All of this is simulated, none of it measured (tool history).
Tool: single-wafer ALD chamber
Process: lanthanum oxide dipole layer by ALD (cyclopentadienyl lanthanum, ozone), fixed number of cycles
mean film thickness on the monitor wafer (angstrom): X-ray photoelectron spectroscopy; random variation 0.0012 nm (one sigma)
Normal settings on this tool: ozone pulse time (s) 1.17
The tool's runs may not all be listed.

| run | hour | ozone pulse time (s) | read-back reference wafer on the same gauge, thickness_nm | mean film thickness on the monitor wafer (angstrom) |
|---|---|---|---|---|
| 1 | 0 | 1.17 | 0.398 | 4.73 |
| 2 | 43.3 | 1.32 | 0.398 | 4.85 |
| 3 | 140.1 | 1.32 | 0.398 | 4.83 |
| 4 | 188.3 | 1.32 | 0.398 | 4.84 |
|  | 226.4 | thermocouple changed; heater temperature recalibrated |
| 5 | 271 | 1.17 | 0.398 | 4.71 |
| 6 | 346.3 | 1.17 | 0.398 | 4.71 |
| 7 | 428.6 | 1.17 | 0.398 | 4.69 |
| 8 | 470 | 1.17 | 0.398 | 4.68 |
|  | 486.9 | ozone generator serviced |
| 9 | 540.3 | 1.17 | 0.398 | 4.81 |
| 10 | 611.6 | 1.17 | 0.398 | 4.81 |
| 11 | 718.1 | 1.01 | 0.398 | 4.68 |
| 12 | 773.1 | 1.01 | 0.398 | 4.67 |
| 13 | 827.8 | 1.17 | 0.398 | 4.83 |
| 14 | 905.7 | 1.04 | 0.398 | 4.72 |
| 15 | 950.9 | 0.75 | 0.398 | 4.43 |
| 16 | 1004.1 | 1.41 | 0.398 | 4.97 |
| 17 | 1047.8 | 0.9 | 0.398 | 4.57 |
| 18 | 1121.5 | 1.17 | 0.398 | 4.81 |
| 19 | 1221.9 | 0.86 | 0.398 | 4.51 |
| 20 | 1288.1 | 1.6 | 0.398 | 5.02 |
| 21 | 1348.7 | 1 | 0.398 | 4.67 |
| 22 | 1426.2 | 1.36 | 0.398 | 4.9 |
| 23 | 1474.3 | 1.01 | 0.398 | 4.65 |
| 24 | 1513.9 | 1.17 | 0.398 | 4.76 |
|  | 1546 | gauge calibrated |
| 25 | 1554.3 | 0.71 | 0.398 | 4.31 |
| 26 | 1608.7 | 1.29 | 0.398 | 4.85 |
| 27 | 1656.5 | 0.79 | 0.398 | 4.38 |
|  | 1700.9 | showerhead replaced |
| 28 | 1719.5 | 1.17 | 0.398 | 4.76 |
| 29 | 1825.8 | 0.74 | 0.398 | 4.31 |
| 30 | 1875.9 | 1.17 | 0.398 | 4.74 |
|  | 1978.8 | ozone generator serviced |
| 31 | 2162.1 | 1.17 | 0.398 | 4.79 |
| 32 | 2201.7 | 1.53 | 0.398 | 5.01 |
| 33 | 2262.4 | 1.17 | 0.398 | 4.8 |
| 34 | 2361.7 | 1.17 | 0.398 | 4.79 |

A few steps of mean film thickness on the monitor wafer (angstrom) between consecutive runs. Split each: what settings, incoming material and random variation would produce without the hidden state, and what is left over for the hidden state, along with gauge scatter present in only one of the two compared results (measured, and without hidden state):
Hidden conditions of the tool in this case: wafer temperature above the value expected at the setpoint (K); ozone dose above that of a generator just serviced (%); gauge reads high (%).
Run 8 -> 9: ozone generator serviced. mean film thickness on the monitor wafer (angstrom) +0.13: hidden state +0.13, all else +0.
Run 15 -> 16: ozone pulse time (s) 0.75 -> 1.41. mean film thickness on the monitor wafer (angstrom) +0.54: hidden state +0.01, all else +0.53.
Run 19 -> 20: ozone pulse time (s) 0.86 -> 1.6. mean film thickness on the monitor wafer (angstrom) +0.51: hidden state +0.01, all else +0.5.
Run 25 -> 26: ozone pulse time (s) 0.71 -> 1.29. mean film thickness on the monitor wafer (angstrom) +0.54: hidden state +0.01, all else +0.53.
Run 26 -> 27: ozone pulse time (s) 1.29 -> 0.79. mean film thickness on the monitor wafer (angstrom) -0.47: hidden state -0.03, all else -0.44.
Run 30 -> 31: ozone generator serviced. mean film thickness on the monitor wafer (angstrom) +0.05: hidden state +0.06, all else -0.01.

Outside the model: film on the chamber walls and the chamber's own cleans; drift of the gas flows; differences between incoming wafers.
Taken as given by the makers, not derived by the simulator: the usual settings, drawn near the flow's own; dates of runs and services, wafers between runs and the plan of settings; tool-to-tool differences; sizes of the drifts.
